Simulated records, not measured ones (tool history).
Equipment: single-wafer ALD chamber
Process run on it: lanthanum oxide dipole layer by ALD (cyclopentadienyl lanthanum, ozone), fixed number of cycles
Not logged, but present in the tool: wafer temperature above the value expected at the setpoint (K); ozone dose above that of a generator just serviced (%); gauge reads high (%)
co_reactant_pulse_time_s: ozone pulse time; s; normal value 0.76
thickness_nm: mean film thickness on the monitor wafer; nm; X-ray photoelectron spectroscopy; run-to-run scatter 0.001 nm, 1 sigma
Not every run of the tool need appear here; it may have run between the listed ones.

run     day  co_reactant_pulse_time_s  wafers since the last listed run  hours since the last thermocouple change  hours since the last ozone generator service  hours since the showerhead was replaced  hours since the gauge calibration  read-back reference wafer on the same gauge, thickness_nm  thickness_nm
  1   0.000                      0.70                                 0                                    1883.1                                        1486.1                                   3943.9                              227.8                                                      0.453         0.415
  2   1.233                      0.88                               406                                    1912.7                                        1515.7                                   3973.5                              257.4                                                      0.453         0.471
  3   2.029                      0.88                               262                                    1931.8                                        1534.8                                   3992.6                              276.5                                                      0.453         0.474
  4   2.779                      0.88                               247                                    1949.8                                        1552.8                                   4010.6                              294.5                                                      0.453         0.472
  5   3.788                      0.76                               332                                    1974.0                                        1577.0                                   4034.8                              318.7                                                      0.453         0.438
  6   4.725                      0.76                               309                                    1996.5                                        1599.5                                   4057.3                              341.2                                                      0.453         0.437
  7   6.021                      0.76                               427                                    2027.6                                        1630.6                                   4088.4                              372.3                                                      0.453         0.437
  8   7.046                      0.76                               338                                    2052.2                                        1655.2                                   4113.0                              396.9                                                      0.453         0.435
  9   7.596                      0.76                               181                                    2065.4                                        1668.4                                   4126.2                              410.1                                                      0.453         0.435
 10   8.188                      0.76                               195                                    2079.6                                        1682.6                                   4140.4                              424.3                                                      0.453         0.435
 11   8.971                      0.76                               258                                    2098.4                                        1701.4                                   4159.2                              443.1                                                      0.453         0.436
 12   9.858                      0.76                               292                                    2119.7                                        1722.7                                   4180.5                              464.4                                                      0.453         0.435
 13  10.583                      0.76                               239                                    2137.1                                        1740.1                                   4197.9                              481.8                                                      0.453         0.436
 14  11.212                      0.76                               207                                    2152.2                                        1755.2                                   4213.0                              496.9                                                      0.453         0.437
 15  12.200                      0.76                               325                                    2175.9                                        1778.9                                   4236.7                              520.6                                                      0.453         0.435
 16  13.104                      0.76                               298                                    2197.6                                        1800.6                                   4258.4                              542.3                                                      0.453         0.436
 17  13.983                      0.65                               290                                    2218.7                                        1821.7                                   4279.5                              563.4                                                      0.453         0.391
 18  14.704                      1.06                               237                                    2236.0                                        1839.0                                   4296.8                              580.7                                                      0.453         0.507
 19  16.200                      0.49                               493                                    2271.9                                        1874.9                                   4332.7                              616.6                                                      0.453         0.296
 20  17.450                      0.57                               412                                    2301.9                                        1904.9                                   4362.7                              646.6                                                      0.453         0.347
 21  18.625                      0.97                               387                                    2330.1                                        1933.1                                   4390.9                              674.8                                                      0.453         0.491
     19.021  -- showerhead replaced
 22  19.188                      0.76                                75                                    2343.6                                        1946.6                                      4.0                              688.3                                                      0.453         0.434
 23  22.062                      0.58                               948                                    2412.6                                        2015.6                                     73.0                              757.3                                                      0.453         0.354
     22.575  -- thermocouple changed; heater temperature recalibrated
 24  24.267                      0.76                               617                                      40.6                                        2068.5                                    125.9                              810.2                                                      0.453         0.436
 25  25.504                      0.76                               408                                      70.3                                        2098.2                                    155.6                              839.9                                                      0.453         0.435
     25.683  -- gauge calibrated
     26.042  -- ozone generator serviced
 26  26.592                      0.76                               248                                      96.4                                          13.2                                    181.7                               21.8                                                      0.453         0.436
 27  27.450                      0.64                               283                                     117.0                                          33.8                                    202.3                               42.4                                                      0.453         0.387
 28  28.825                      1.04                               453                                     150.0                                          66.8                                    235.3                               75.4                                                      0.453         0.504
 29  30.058                      0.59                               406                                     179.6                                          96.4                                    264.9                              105.0                                                      0.453         0.360
 30  30.721                      0.94                               218                                     195.5                                         112.3                                    280.8                              120.9                                                      0.453         0.487
 31  31.696                      1.05                               321                                     218.9                                         135.7                                    304.2                              144.3                                                      0.453         0.504
 32  32.612                      0.51                               302                                     240.9                                         157.7                                    326.2                              166.3                                                      0.453         0.309
 33  33.229                      0.86                               203                                     255.7                                         172.5                                    341.0                              181.1                                                      0.453         0.465
 34  33.904                      0.95                               222                                     271.9                                         188.7                                    357.2                              197.3                                                      0.453         0.490
 35  35.104                      0.76                               395                                     300.7                                         217.5                                    386.0                              226.1                                                      0.453         0.436

Below are 4 alternative next runs, each starting from the tool's condition after run 35. Predict each:
  A  35.121                      0.52                                 5                                     301.1                                         217.9                                    386.4                              226.5                                                          ?             ?
  B  35.121                      0.90                                 5                                     301.1                                         217.9                                    386.4                              226.5                                                          ?             ?
  C  35.121                      0.67                                 5                                     301.1                                         217.9                                    386.4                              226.5                                                          ?             ?
  D  35.121                      0.85                                 5                                     301.1                                         217.9                                    386.4                              226.5                                                          ?             ?

run  read-back reference wafer on the same gauge, thickness_nm  thickness_nm
  A                                                      0.453         0.318
  B                                                      0.453         0.477
  C                                                      0.453         0.402
  D                                                      0.453         0.465
Had the tool no hidden state, the same runs would have come out as:
run  thickness_nm
  A         0.318
  B         0.477
  C         0.402
  D         0.465
